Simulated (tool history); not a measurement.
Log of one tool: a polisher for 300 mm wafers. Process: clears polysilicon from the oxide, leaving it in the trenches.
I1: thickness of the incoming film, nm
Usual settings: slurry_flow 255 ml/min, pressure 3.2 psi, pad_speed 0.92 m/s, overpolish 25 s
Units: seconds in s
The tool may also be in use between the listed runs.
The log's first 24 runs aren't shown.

{"run": 25, "hour": 2171.7, "slurry_flow": 300, "pressure": 3.2, "pad_speed": 0.92, "overpolish": 35, "I1": 709.4, "seconds": 55.3}
{"run": 26, "hour": 2211.3, "slurry_flow": 305, "pressure": 3.6, "pad_speed": 0.78, "overpolish": 21, "I1": 709, "seconds": 59.6}
{"hour": 2235.1, "done": "worn pad replaced by a new one"}
{"run": 27, "hour": 2273.2, "slurry_flow": 255, "pressure": 3.2, "pad_speed": 0.92, "overpolish": 39, "I1": 700.6, "seconds": 56.7}
{"run": 28, "hour": 2334.3, "slurry_flow": 255, "pressure": 3.8, "pad_speed": 0.7, "overpolish": 14, "I1": 696.9, "seconds": 60.1}
{"hour": 2354.8, "done": "slurry nozzle cleaned"}
{"run": 29, "hour": 2412.0, "slurry_flow": 215, "pressure": 3.2, "pad_speed": 1.06, "overpolish": 25, "I1": 721.9, "seconds": 53.3}
{"run": 30, "hour": 2514.1, "slurry_flow": 255, "pressure": 3.2, "pad_speed": 0.92, "overpolish": 25, "I1": 725.2, "seconds": 58.5}
{"run": 31, "hour": 2552.0, "slurry_flow": 335, "pressure": 3.8, "pad_speed": 1.04, "overpolish": 12, "I1": 696.3, "seconds": 41.9}
{"run": 32, "hour": 2641.7, "slurry_flow": 340, "pressure": 3.2, "pad_speed": 1.18, "overpolish": 25, "I1": 719.3, "seconds": 45.1}

The next listed run, before its measurement:
{"hour": 2656.4, "done": "head pressure recalibrated"}
{"run": 33, "hour": 2686.8, "slurry_flow": 255, "pressure": 3.2, "pad_speed": 0.92, "overpolish": 25, "I1": 698.7, "seconds": "?"}

{"run 33": {"seconds": 56}}
Without the tool's hidden state the same run would have given seconds 56 s.

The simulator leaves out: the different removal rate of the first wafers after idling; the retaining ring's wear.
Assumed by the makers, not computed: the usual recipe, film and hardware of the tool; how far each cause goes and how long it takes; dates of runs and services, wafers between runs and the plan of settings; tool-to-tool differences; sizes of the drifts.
